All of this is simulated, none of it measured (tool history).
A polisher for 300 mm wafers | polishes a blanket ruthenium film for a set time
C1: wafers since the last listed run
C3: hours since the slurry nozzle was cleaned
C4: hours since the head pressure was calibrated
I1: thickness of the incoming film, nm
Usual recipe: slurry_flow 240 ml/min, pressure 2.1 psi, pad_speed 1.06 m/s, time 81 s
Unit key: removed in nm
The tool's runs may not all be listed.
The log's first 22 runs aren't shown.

-- hour=515.4 head pressure recalibrated, repeated, since the last time left the tool worse
run 23 hour=532.1 | slurry_flow=240 pressure=2.1 pad_speed=1.06 time=81 | C1=126 wafers_polished_on_this_pad=1038 C3=41.6 C4=16.7 | I1=294.7 | removed=112.3
-- hour=555.2 worn pad replaced by a new one
run 24 hour=560.5 | slurry_flow=240 pressure=2.1 pad_speed=1.06 time=81 | C1=177 wafers_polished_on_this_pad=38 C3=70.0 C4=45.1 | I1=290.1 | removed=114.4
run 25 hour=580.0 | slurry_flow=240 pressure=2.1 pad_speed=0.90 time=81 | C1=141 wafers_polished_on_this_pad=180 C3=89.5 C4=64.6 | I1=292.5 | removed=98.7
run 26 hour=593.4 | slurry_flow=315 pressure=2.5 pad_speed=0.74 time=103 | C1=97 wafers_polished_on_this_pad=277 C3=102.9 C4=78.0 | I1=290.5 | removed=127.6
run 27 hour=616.4 | slurry_flow=290 pressure=1.4 pad_speed=1.38 time=81 | C1=167 wafers_polished_on_this_pad=445 C3=125.9 C4=101.0 | I1=293.2 | removed=97.0
run 28 hour=634.1 | slurry_flow=240 pressure=2.4 pad_speed=0.80 time=74 | C1=128 wafers_polished_on_this_pad=573 C3=143.6 C4=118.7 | I1=293.9 | removed=93.6
run 29 hour=649.9 | slurry_flow=240 pressure=2.3 pad_speed=1.06 time=100 | C1=114 wafers_polished_on_this_pad=688 C3=159.4 C4=134.5 | I1=290.3 | removed=152.9
run 30 hour=683.4 | slurry_flow=240 pressure=2.1 pad_speed=1.32 time=81 | C1=243 wafers_polished_on_this_pad=932 C3=192.9 C4=168.0 | I1=291.3 | removed=137.6

Here are 4 independent what-if runs from the current tool condition. What would each one return?
run A hour=683.9 | slurry_flow=240 pressure=1.5 pad_speed=1.06 time=81 | C1=3 wafers_polished_on_this_pad=936 C3=193.4 C4=168.5 | I1=286.9 | removed=?
run B hour=683.9 | slurry_flow=310 pressure=1.6 pad_speed=0.88 time=90 | C1=3 wafers_polished_on_this_pad=936 C3=193.4 C4=168.5 | I1=286.9 | removed=?
run C hour=683.9 | slurry_flow=290 pressure=2.6 pad_speed=0.76 time=53 | C1=3 wafers_polished_on_this_pad=936 C3=193.4 C4=168.5 | I1=286.9 | removed=?
run D hour=683.9 | slurry_flow=240 pressure=2.5 pad_speed=1.06 time=60 | C1=3 wafers_polished_on_this_pad=936 C3=193.4 C4=168.5 | I1=286.9 | removed=?

run=A removed=82.6
run=B removed=84.6
run=C removed=70.4
run=D removed=100.8
With no hidden state in the tool, these same runs would have given:
run=A removed=82.6
run=B removed=84.6
run=C removed=70.4
run=D removed=100.8

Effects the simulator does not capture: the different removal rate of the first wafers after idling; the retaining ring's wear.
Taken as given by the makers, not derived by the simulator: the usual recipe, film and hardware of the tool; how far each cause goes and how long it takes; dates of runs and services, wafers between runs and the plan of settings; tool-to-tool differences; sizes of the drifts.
